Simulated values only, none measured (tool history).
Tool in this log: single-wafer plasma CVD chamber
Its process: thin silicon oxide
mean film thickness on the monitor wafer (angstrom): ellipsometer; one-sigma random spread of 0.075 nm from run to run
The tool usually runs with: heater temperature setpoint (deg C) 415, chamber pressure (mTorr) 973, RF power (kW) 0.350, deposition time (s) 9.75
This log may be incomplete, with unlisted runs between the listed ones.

| run | hour | heater temperature setpoint (deg C) | chamber pressure (mTorr) | RF power (kW) | deposition time (s) | read-back reference wafer on the same gauge, thickness_nm | mean film thickness on the monitor wafer (angstrom) |
|---|---|---|---|---|---|---|---|
| 1 | 0.0 | 415 | 1136 | 0.350 | 9.75 | 18.581 | 234.35 |
| 2 | 62.1 | 415 | 1136 | 0.350 | 9.75 | 18.601 | 233.36 |
| 3 | 103.7 | 415 | 973 | 0.350 | 9.75 | 18.606 | 208.04 |
|  | 120.5 | thermocouple changed; heater temperature recalibrated |
| 4 | 152.3 | 415 | 973 | 0.350 | 9.75 | 18.601 | 208.23 |
| 5 | 215.2 | 415 | 973 | 0.350 | 9.75 | 18.582 | 206.88 |
| 6 | 276.6 | 415 | 973 | 0.350 | 9.75 | 18.599 | 209.76 |
| 7 | 346.7 | 415 | 973 | 0.350 | 8.22 | 18.590 | 175.14 |
| 8 | 381.3 | 415 | 973 | 0.350 | 8.22 | 18.595 | 174.29 |
| 9 | 428.9 | 415 | 1093 | 0.320 | 9.75 | 18.593 | 218.21 |
| 10 | 463.7 | 415 | 973 | 0.300 | 9.75 | 18.601 | 194.52 |
| 11 | 526.4 | 415 | 973 | 0.350 | 9.75 | 18.613 | 206.99 |
| 12 | 554.4 | 415 | 973 | 0.350 | 9.75 | 18.600 | 207.47 |
| 13 | 595.1 | 415 | 973 | 0.350 | 9.75 | 18.588 | 206.40 |
|  | 621.4 | showerhead replaced |
| 14 | 658.5 | 421 | 973 | 0.280 | 9.75 | 18.599 | 185.25 |
| 15 | 686.6 | 404 | 1133 | 0.350 | 9.75 | 18.608 | 230.16 |
|  | 696.1 | RF generator calibrated |
| 16 | 733.2 | 410 | 973 | 0.330 | 11.23 | 18.580 | 242.02 |
| 17 | 771.0 | 415 | 973 | 0.350 | 9.75 | 18.609 | 214.52 |
|  | 786.8 | gauge calibrated |
|  | 803.9 | capacitance manometer re-zeroed and calibrated |
| 18 | 810.7 | 415 | 973 | 0.350 | 9.75 | 18.608 | 204.30 |
| 19 | 877.4 | 415 | 973 | 0.350 | 9.75 | 18.596 | 206.09 |
| 20 | 1061.9 | 425 | 973 | 0.350 | 11.41 | 18.599 | 239.30 |
| 21 | 1126.7 | 415 | 1103 | 0.420 | 8.41 | 18.601 | 209.89 |
| 22 | 1184.4 | 415 | 973 | 0.350 | 9.75 | 18.601 | 207.09 |
| 23 | 1241.7 | 423 | 1181 | 0.295 | 10.31 | 18.609 | 230.69 |
| 24 | 1306.7 | 415 | 973 | 0.385 | 9.75 | 18.609 | 215.28 |
| 25 | 1368.5 | 415 | 1085 | 0.290 | 9.75 | 18.604 | 205.91 |
| 26 | 1422.8 | 415 | 788 | 0.350 | 10.61 | 18.625 | 182.83 |
|  | 1440.9 | thermocouple changed; heater temperature recalibrated |
| 27 | 1457.1 | 415 | 1110 | 0.285 | 7.82 | 18.590 | 165.53 |
| 28 | 1501.9 | 425 | 735 | 0.300 | 9.75 | 18.608 | 143.67 |
| 29 | 1529.5 | 415 | 973 | 0.350 | 9.75 | 18.609 | 204.10 |

For each run, what was the tool's unlogged condition?
wafer temperature above the value expected at the setpoint (K): 0 on each run
gauge reads high (%): 0 on each run
H1: delivered RF power above the setpoint (%)
H2: true pressure above the setpoint (%)
| run | H1 | H2 |
|---|---|---|
| 1 | -1.77 | 1.66 |
| 2 | -2.17 | 2.02 |
| 3 | -2.49 | 2.26 |
| 4 | -2.92 | 2.54 |
| 5 | -3.55 | 2.91 |
| 6 | -4.25 | 3.27 |
| 7 | -5.17 | 3.67 |
| 8 | -5.66 | 3.88 |
| 9 | -6.39 | 4.15 |
| 10 | -6.95 | 4.36 |
| 11 | -8.04 | 4.72 |
| 12 | -8.56 | 4.88 |
| 13 | -9.34 | 5.12 |
| 14 | -10.6 | 5.49 |
| 15 | -11.2 | 5.66 |
| 16 | -0.46 | 5.93 |
| 17 | -0.509 | 6.15 |
| 18 | -0.598 | -0.32 |
| 19 | -0.83 | 0.0689 |
| 20 | -2.02 | 1.14 |
| 21 | -2.62 | 1.52 |
| 22 | -3.25 | 1.86 |
| 23 | -3.94 | 2.19 |
| 24 | -4.83 | 2.57 |
| 25 | -5.76 | 2.93 |
| 26 | -6.65 | 3.25 |
| 27 | -7.25 | 3.45 |
| 28 | -8.08 | 3.71 |
| 29 | -8.61 | 3.87 |
